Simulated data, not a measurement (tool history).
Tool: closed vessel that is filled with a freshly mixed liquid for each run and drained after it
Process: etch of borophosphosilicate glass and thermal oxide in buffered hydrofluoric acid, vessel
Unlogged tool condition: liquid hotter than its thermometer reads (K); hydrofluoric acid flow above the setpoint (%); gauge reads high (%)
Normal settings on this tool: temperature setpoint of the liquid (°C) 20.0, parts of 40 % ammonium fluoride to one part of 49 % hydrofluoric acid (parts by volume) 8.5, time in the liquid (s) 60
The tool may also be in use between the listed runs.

| run | hour | temperature setpoint of the liquid (°C) | parts of 40 % ammonium fluoride to one part of 49 % hydrofluoric acid (parts by volume) | time in the liquid (s) | wafers since the last listed run | hours since the thermometer was replaced | hours since the hydrofluoric acid flow meter was replaced | hours since the gauge calibration | read-back film thickness of the borophosphosilicate glass reference wafer, read on the same gauge (nm) | read-back film thickness of the thermal oxide reference wafer, read on the same gauge (nm) | thickness taken off the borophosphosilicate glass on a monitor wafer (nm) | thickness taken off the thermal oxide on a monitor wafer (nm) |
|---|---|---|---|---|---|---|---|---|---|---|---|---|
| 1 | 0.0 | 20.0 | 8.5 | 60 | 0 | 2117.4 | 1757.5 | 198.9 | 99.99 | 130.02 | 112.85 | 75.27 |
| 2 | 17.5 | 20.0 | 8.5 | 60 | 2351 | 2134.9 | 1775.0 | 216.4 | 100.03 | 130.01 | 112.22 | 74.48 |
| 3 | 68.3 | 20.0 | 8.5 | 85 | 6824 | 2185.7 | 1825.8 | 267.2 | 99.97 | 129.99 | 160.88 | 106.44 |
|  | 83.9 | gauge calibrated |
| 4 | 94.8 | 20.0 | 8.5 | 80 | 3560 | 2212.2 | 1852.3 | 10.9 | 100.05 | 129.98 | 151.17 | 100.27 |
| 5 | 110.2 | 20.0 | 8.5 | 60 | 2068 | 2227.6 | 1867.7 | 26.3 | 99.99 | 130.03 | 113.36 | 74.55 |
| 6 | 123.2 | 20.0 | 8.5 | 60 | 1746 | 2240.6 | 1880.7 | 39.3 | 100.01 | 130.04 | 113.29 | 74.81 |
| 7 | 129.2 | 20.0 | 8.5 | 60 | 806 | 2246.6 | 1886.7 | 45.3 | 100.04 | 130.01 | 113.58 | 75.67 |
| 8 | 136.1 | 20.0 | 8.5 | 60 | 927 | 2253.5 | 1893.6 | 52.2 | 99.95 | 130.00 | 113.20 | 74.97 |
| 9 | 145.2 | 20.0 | 8.5 | 75 | 1222 | 2262.6 | 1902.7 | 61.3 | 99.99 | 130.00 | 141.99 | 94.19 |
| 10 | 158.5 | 24.5 | 8.5 | 50 | 1786 | 2275.9 | 1916.0 | 74.6 | 99.99 | 129.99 | 120.83 | 80.82 |
| 11 | 167.3 | 20.0 | 8.5 | 60 | 1182 | 2284.7 | 1924.8 | 83.4 | 100.01 | 129.97 | 113.63 | 74.79 |
| 12 | 176.1 | 24.0 | 6.5 | 90 | 1182 | 2293.5 | 1933.6 | 92.2 | 99.97 | 130.00 | 273.67 | 180.51 |
|  | 181.0 | hydrofluoric acid flow meter replaced |
|  | 182.6 | thermometer replaced |
| 13 | 189.6 | 20.0 | 8.5 | 60 | 1545 | 7.0 | 8.6 | 105.7 | 100.03 | 130.00 | 102.87 | 68.41 |
| 14 | 199.4 | 22.5 | 5.0 | 30 | 1316 | 16.8 | 18.4 | 115.5 | 99.99 | 130.00 | 97.44 | 64.15 |

Run 15, settings as shown, results not yet in. Your forecast:
| 15 | 216.6 | 22.5 | 6.0 | 30 | 2310 | 34.0 | 35.6 | 132.7 | ? | ? | ? | ? |

read-back film thickness of the borophosphosilicate glass reference wafer, read on the same gauge (nm): 100.03
read-back film thickness of the thermal oxide reference wafer, read on the same gauge (nm): 130.00
thickness taken off the borophosphosilicate glass on a monitor wafer (nm): 83.35
thickness taken off the thermal oxide on a monitor wafer (nm): 54.90
Take away the tool's hidden state, keep the run-to-run variation as it was, and the same run would have given thickness taken off the borophosphosilicate glass on a monitor wafer (nm) 81.98, thickness taken off the thermal oxide on a monitor wafer (nm) 54.02.

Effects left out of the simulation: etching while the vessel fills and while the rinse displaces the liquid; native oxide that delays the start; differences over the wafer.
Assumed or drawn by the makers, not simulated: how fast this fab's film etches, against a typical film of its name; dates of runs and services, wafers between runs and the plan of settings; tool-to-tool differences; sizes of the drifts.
